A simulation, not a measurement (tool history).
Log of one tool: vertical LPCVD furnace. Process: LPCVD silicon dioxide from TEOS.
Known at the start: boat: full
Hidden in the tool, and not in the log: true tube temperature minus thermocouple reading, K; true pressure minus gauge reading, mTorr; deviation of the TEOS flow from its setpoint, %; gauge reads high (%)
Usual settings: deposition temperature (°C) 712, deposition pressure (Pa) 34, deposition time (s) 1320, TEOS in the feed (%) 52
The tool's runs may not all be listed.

run   hour  deposition temperature (°C)  deposition pressure (Pa)  deposition time (s)  TEOS in the feed (%)  wafers since the last listed run  hours since the last temperature calibration  hours since the pressure gauge was zeroed  hours since the TEOS flow controller was replaced  hours since the gauge calibration  read-back reference wafer on the same gauge, thickness  film thickness on the monitor wafer in the middle of the boat (Å)
  1      0                          712                        34                 1320                    52                                 0                                        4260.3                                     3601.3                                             2980.3                                4.8                                                  184.01                                                             1699.8
  2   16.6                          712                        36                 1320                    52                               160                                        4276.9                                     3617.9                                             2996.9                               21.4                                                  184.07                                                             1753.7
  3   33.8                          712                        36                 1320                    52                               165                                        4294.1                                     3635.1                                             3014.1                               38.6                                                  184.01                                                             1750.3
  4     44                          712                        34                 1320                    52                                98                                        4304.3                                     3645.3                                             3024.3                               48.8                                                  184.06                                                             1697.8
      76.9  -- TEOS flow controller replaced
     101.1  -- pressure gauge zeroed
     104.9  -- thermocouples replaced and temperature profile calibrated
  5  105.4                          712                        34                 1320                    52                                93                                           0.5                                        4.3                                               28.5                              110.2                                                  184.09                                                             1698.3
     105.7  -- gauge calibrated
  6  110.2                          712                        34                 1320                    52                                46                                           5.3                                        9.1                                               33.3                                4.5                                                  184.06                                                             1703.2
  7    115                          712                        34                 1320                    52                                46                                          10.1                                       13.9                                               38.1                                9.3                                                  184.06                                                             1701.9
  8  119.9                          712                        34                 1530                    49                                47                                            15                                       18.8                                                 43                               14.2                                                  183.97                                                             1915.3
  9  124.7                          712                        34                 1320                    52                                46                                          19.8                                       23.6                                               47.8                                 19                                                  184.02                                                               1694
 10  129.5                          722                        32                 1050                    52                                46                                          24.6                                       28.4                                               52.6                               23.8                                                  183.94                                                               1643
 11  134.4                          712                      36.7                 1710                    52                                47                                          29.5                                       33.3                                               57.5                               28.7                                                  184.01                                                             2290.8
 12  139.2                          716                      39.3                 1620                    48                                46                                          34.3                                       38.1                                               62.3                               33.5                                                  184.08                                                             2362.3
 13  146.7                          712                      41.3                  990                    52                                72                                          41.8                                       45.6                                               69.8                                 41                                                  184.01                                                             1406.3

Run 14 comes next. What will it give?
 14  153.9                          712                        34                 1320                    52                                69                                            49                                       52.8                                                 77                               48.2                                                       ?                                                                  ?

read-back reference wafer on the same gauge, thickness: 184.05
film thickness on the monitor wafer in the middle of the boat (Å): 1697.3
Without the tool's hidden state the same run would have given film thickness on the monitor wafer in the middle of the boat (Å) 1697.3.
